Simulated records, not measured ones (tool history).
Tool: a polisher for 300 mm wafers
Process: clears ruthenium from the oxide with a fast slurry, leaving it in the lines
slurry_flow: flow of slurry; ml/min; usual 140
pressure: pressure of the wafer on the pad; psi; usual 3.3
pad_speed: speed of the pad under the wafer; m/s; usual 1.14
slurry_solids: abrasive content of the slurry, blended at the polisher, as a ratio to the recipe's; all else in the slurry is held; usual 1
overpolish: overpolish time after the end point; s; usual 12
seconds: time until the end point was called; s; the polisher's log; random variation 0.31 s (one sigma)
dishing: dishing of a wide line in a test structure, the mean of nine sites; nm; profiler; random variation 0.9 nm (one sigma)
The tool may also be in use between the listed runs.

run   hour  slurry_flow  pressure  pad_speed  slurry_solids  overpolish  incoming thickness of the incoming film, nm  seconds  dishing
  1      0          140       3.3       1.14              1          12                                        210.6     36.3     58.3
  2   26.8          140       3.3       1.14           1.15          12                                        210.2     33.3     60.7
  3   41.3          140       3.3       1.14           1.15          12                                        211.1     33.7       61
  4   63.3          140       3.3       1.14              1          12                                        209.2     35.5     57.4
  5   82.1          140       3.3       1.28              1          12                                        209.1     32.4       63
      97.7  -- worn pad replaced by a new one
  6  109.2          140       3.3       1.14              1          12                                          211     35.2     56.8
     112.2  -- slurry blender recalibrated
  7    143          140       3.3       1.14              1          12                                        210.1     35.2     57.6
  8  166.4          140       3.3       1.14              1          12                                        209.5     35.2     57.4
  9  201.4          140       3.3       1.14              1          12                                        207.4     34.4     57.2
 10  223.9          140       3.3       1.14              1          12                                        212.3     35.2     59.2
 11  257.8          155       3.3        1.4              1          12                                          210     29.2       69
     261.9  -- worn pad replaced by a new one
 12  278.6          140       3.3       1.26            0.9          12                                        211.9     34.4       60
 13    298          140       3.3       1.14              1          14                                        209.6     34.8     67.8
     306.5  -- slurry blender recalibrated
 14  328.1          140       2.1       1.52              1          12                                        209.7     38.5     53.1
 15  358.5          160       3.3       1.14              1           8                                          211     33.6     40.9
 16  391.8          140       3.3       1.14           1.15          12                                        206.4     32.1     60.8
 17  414.7          140       3.3        0.9              1          12                                        208.9     41.4     50.3
     426.3  -- slurry nozzle cleaned
     437.2  -- worn pad replaced by a new one
 18  447.7          140       2.4       1.14              1           7                                        209.6     43.1     28.5
 19    479          140       3.3       1.14              1          12                                        207.6     33.5     59.7
       492  -- slurry blender recalibrated
 20  492.6          140       2.3       1.14              1          12                                        209.7     44.3     45.9
 21  526.9          185       3.3       1.14            1.1          12                                        210.4     31.2     65.6
     542.4  -- head pressure recalibrated
 22  550.5          140       2.3       1.14            1.2          16                                        208.4     43.5       63
 23  583.5          140       3.3        0.8              1          12                                        211.9     48.4     43.6
 24    604           95       4.4       0.84              1          12                                          209     38.9     52.4
     636.1  -- worn pad replaced by a new one
 25  638.2          140       3.3       1.14            1.3          12                                          208     31.4       64
 26  672.8          140       3.3       1.14              1          12                                        211.6     36.3     56.8
     691.9  -- slurry blender recalibrated
 27    706          180       3.7       1.14              1          12                                        211.9     32.2     63.3
 28  728.8          140       3.3       1.02              1          12                                        207.7     39.2     51.7
 29  750.8          105       3.3       1.48              1           7                                        213.9     31.4     39.7

Hidden state or all else? Some run-to-run changes of seconds, split into what the settings, what came in and random variation would give without the hidden state, and what is left for the hidden state (with any gauge scatter that isn't in both results):
The hidden state here: removal rate lost through wear of the pad, %; slurry flow missing at the pad, %; deviation of the head's pressure from its setpoint, %; abrasive missing from the slurry, %.
Run 16 -> 17: pad_speed 1.14 -> 0.9, slurry_solids 1.15 -> 1. seconds +9.3 s: hidden state -0.7, all else +10.
Run 20 -> 21: slurry_flow 140 -> 185, pressure 2.3 -> 3.3, slurry_solids 1 -> 1.1. seconds -13.1 s: hidden state +0.7, all else -13.8.
Run 21 -> 22: slurry_flow 185 -> 140, pressure 3.3 -> 2.3, slurry_solids 1.1 -> 1.2, overpolish 12 -> 16, head pressure recalibrated. seconds +12.3 s: hidden state +2.1, all else +10.2.
